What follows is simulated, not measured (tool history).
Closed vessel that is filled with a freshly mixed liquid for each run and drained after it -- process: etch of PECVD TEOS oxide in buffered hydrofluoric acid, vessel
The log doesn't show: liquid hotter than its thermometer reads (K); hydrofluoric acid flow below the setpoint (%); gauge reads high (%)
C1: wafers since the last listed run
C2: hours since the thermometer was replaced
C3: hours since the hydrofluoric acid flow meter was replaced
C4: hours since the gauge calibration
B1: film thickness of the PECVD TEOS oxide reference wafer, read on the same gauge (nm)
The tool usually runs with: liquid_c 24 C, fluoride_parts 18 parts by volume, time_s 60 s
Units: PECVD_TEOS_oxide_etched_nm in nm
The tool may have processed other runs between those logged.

run 1 hour=0 | liquid_c=24 fluoride_parts=18 time_s=85 | C1=0 C2=120.3 C3=414.6 C4=1614 | B1=70.04 | PECVD_TEOS_oxide_etched_nm=116.48
run 2 hour=49.5 | liquid_c=24 fluoride_parts=18 time_s=85 | C1=3300 C2=169.8 C3=464.1 C4=1663.5 | B1=70 | PECVD_TEOS_oxide_etched_nm=116.03
-- hour=63.9 gauge calibrated
run 3 hour=93.2 | liquid_c=24 fluoride_parts=18 time_s=60 | C1=2913 C2=213.5 C3=507.8 C4=29.3 | B1=69.95 | PECVD_TEOS_oxide_etched_nm=82.92
run 4 hour=151.5 | liquid_c=24 fluoride_parts=18 time_s=60 | C1=3886 C2=271.8 C3=566.1 C4=87.6 | B1=70.03 | PECVD_TEOS_oxide_etched_nm=81.46
run 5 hour=221.2 | liquid_c=24 fluoride_parts=18 time_s=60 | C1=4646 C2=341.5 C3=635.8 C4=157.3 | B1=69.98 | PECVD_TEOS_oxide_etched_nm=83.64
run 6 hour=276.2 | liquid_c=24 fluoride_parts=18 time_s=60 | C1=3666 C2=396.5 C3=690.8 C4=212.3 | B1=70 | PECVD_TEOS_oxide_etched_nm=82.78
-- hour=279.2 thermometer replaced, repeated, since the last time left the tool worse
run 7 hour=317 | liquid_c=25.5 fluoride_parts=18 time_s=60 | C1=2653 C2=37.8 C3=731.6 C4=253.1 | B1=70.01 | PECVD_TEOS_oxide_etched_nm=79.75
run 8 hour=351.5 | liquid_c=25.5 fluoride_parts=18 time_s=60 | C1=2300 C2=72.3 C3=766.1 C4=287.6 | B1=70.04 | PECVD_TEOS_oxide_etched_nm=78.47
run 9 hour=412.1 | liquid_c=25.5 fluoride_parts=18 time_s=60 | C1=4040 C2=132.9 C3=826.7 C4=348.2 | B1=70 | PECVD_TEOS_oxide_etched_nm=80.14
run 10 hour=454.4 | liquid_c=24 fluoride_parts=18 time_s=60 | C1=2820 C2=175.2 C3=869 C4=390.5 | B1=69.98 | PECVD_TEOS_oxide_etched_nm=73.62
run 11 hour=493.2 | liquid_c=24 fluoride_parts=18 time_s=35 | C1=2586 C2=214 C3=907.8 C4=429.3 | B1=70 | PECVD_TEOS_oxide_etched_nm=43.03
run 12 hour=563 | liquid_c=21 fluoride_parts=20 time_s=50 | C1=4653 C2=283.8 C3=977.6 C4=499.1 | B1=70.03 | PECVD_TEOS_oxide_etched_nm=46.88
run 13 hour=606.5 | liquid_c=26.5 fluoride_parts=13.5 time_s=75 | C1=2900 C2=327.3 C3=1021.1 C4=542.6 | B1=70.02 | PECVD_TEOS_oxide_etched_nm=139.46
run 14 hour=662.3 | liquid_c=29 fluoride_parts=12.5 time_s=60 | C1=3720 C2=383.1 C3=1076.9 C4=598.4 | B1=70 | PECVD_TEOS_oxide_etched_nm=139.66
run 15 hour=768.8 | liquid_c=24 fluoride_parts=18 time_s=60 | C1=7100 C2=489.6 C3=1183.4 C4=704.9 | B1=70.05 | PECVD_TEOS_oxide_etched_nm=73.9
run 16 hour=839.8 | liquid_c=26 fluoride_parts=13 time_s=50 | C1=4733 C2=560.6 C3=1254.4 C4=775.9 | B1=69.99 | PECVD_TEOS_oxide_etched_nm=94.76
-- hour=862.9 hydrofluoric acid flow meter replaced
run 17 hour=904.2 | liquid_c=22 fluoride_parts=18 time_s=90 | C1=4226 C2=625 C3=41.3 C4=840.3 | B1=70.02 | PECVD_TEOS_oxide_etched_nm=101.81
run 18 hour=974.8 | liquid_c=24 fluoride_parts=18 time_s=60 | C1=4706 C2=695.6 C3=111.9 C4=910.9 | B1=70 | PECVD_TEOS_oxide_etched_nm=75.27
run 19 hour=1000.7 | liquid_c=21 fluoride_parts=13 time_s=60 | C1=1726 C2=721.5 C3=137.8 C4=936.8 | B1=69.99 | PECVD_TEOS_oxide_etched_nm=88.73
run 20 hour=1038.2 | liquid_c=24 fluoride_parts=18 time_s=60 | C1=2500 C2=759 C3=175.3 C4=974.3 | B1=69.98 | PECVD_TEOS_oxide_etched_nm=74.95
run 21 hour=1098 | liquid_c=24 fluoride_parts=18 time_s=60 | C1=3986 C2=818.8 C3=235.1 C4=1034.1 | B1=70.01 | PECVD_TEOS_oxide_etched_nm=76.66
run 22 hour=1126.2 | liquid_c=24 fluoride_parts=11 time_s=70 | C1=1880 C2=847 C3=263.3 C4=1062.3 | B1=69.97 | PECVD_TEOS_oxide_etched_nm=142.75
run 23 hour=1165.7 | liquid_c=20 fluoride_parts=18 time_s=60 | C1=2633 C2=886.5 C3=302.8 C4=1101.8 | B1=70.02 | PECVD_TEOS_oxide_etched_nm=60.88
run 24 hour=1203.3 | liquid_c=19.5 fluoride_parts=23 time_s=35 | C1=2506 C2=924.1 C3=340.4 C4=1139.4 | B1=70.01 | PECVD_TEOS_oxide_etched_nm=28.33
run 25 hour=1229.2 | liquid_c=24 fluoride_parts=18 time_s=60 | C1=1726 C2=950 C3=366.3 C4=1165.3 | B1=69.99 | PECVD_TEOS_oxide_etched_nm=76.54
run 26 hour=1281.2 | liquid_c=24 fluoride_parts=22 time_s=60 | C1=3466 C2=1002 C3=418.3 C4=1217.3 | B1=69.99 | PECVD_TEOS_oxide_etched_nm=65.23
run 27 hour=1352.8 | liquid_c=24 fluoride_parts=20.5 time_s=45 | C1=4773 C2=1073.6 C3=489.9 C4=1288.9 | B1=69.98 | PECVD_TEOS_oxide_etched_nm=51.56
run 28 hour=1394.6 | liquid_c=24 fluoride_parts=21 time_s=70 | C1=2786 C2=1115.4 C3=531.7 C4=1330.7 | B1=70.01 | PECVD_TEOS_oxide_etched_nm=78.4
run 29 hour=1436.2 | liquid_c=28 fluoride_parts=18 time_s=30 | C1=2773 C2=1157 C3=573.3 C4=1372.3 | B1=70.01 | PECVD_TEOS_oxide_etched_nm=48.17
run 30 hour=1498.6 | liquid_c=24 fluoride_parts=18 time_s=60 | C1=4160 C2=1219.4 C3=635.7 C4=1434.7 | B1=69.98 | PECVD_TEOS_oxide_etched_nm=77.87
run 31 hour=1553.9 | liquid_c=22.5 fluoride_parts=15 time_s=60 | C1=3686 C2=1274.7 C3=691 C4=1490 | B1=70.01 | PECVD_TEOS_oxide_etched_nm=86.33
run 32 hour=1598 | liquid_c=24 fluoride_parts=22 time_s=40 | C1=2940 C2=1318.8 C3=735.1 C4=1534.1 | B1=69.99 | PECVD_TEOS_oxide_etched_nm=43.71
run 33 hour=1660.3 | liquid_c=24 fluoride_parts=18 time_s=60 | C1=4153 C2=1381.1 C3=797.4 C4=1596.4 | B1=70 | PECVD_TEOS_oxide_etched_nm=78.26

List, for all runs, the conditions of the tool that the log does not record:
hydrofluoric acid flow below the setpoint (%): 0 on each run
gauge reads high (%): 0 on each run
H1: liquid hotter than its thermometer reads (K)
run=1 H1=2.34
run=2 H1=2.39
run=3 H1=2.44
run=4 H1=2.5
run=5 H1=2.57
run=6 H1=2.63
run=7 H1=0.125
run=8 H1=0.161
run=9 H1=0.224
run=10 H1=0.268
run=11 H1=0.309
run=12 H1=0.382
run=13 H1=0.428
run=14 H1=0.486
run=15 H1=0.598
run=16 H1=0.672
run=17 H1=0.739
run=18 H1=0.813
run=19 H1=0.84
run=20 H1=0.88
run=21 H1=0.942
run=22 H1=0.972
run=23 H1=1.01
run=24 H1=1.05
run=25 H1=1.08
run=26 H1=1.13
run=27 H1=1.21
run=28 H1=1.25
run=29 H1=1.3
run=30 H1=1.36
run=31 H1=1.42
run=32 H1=1.47
run=33 H1=1.53

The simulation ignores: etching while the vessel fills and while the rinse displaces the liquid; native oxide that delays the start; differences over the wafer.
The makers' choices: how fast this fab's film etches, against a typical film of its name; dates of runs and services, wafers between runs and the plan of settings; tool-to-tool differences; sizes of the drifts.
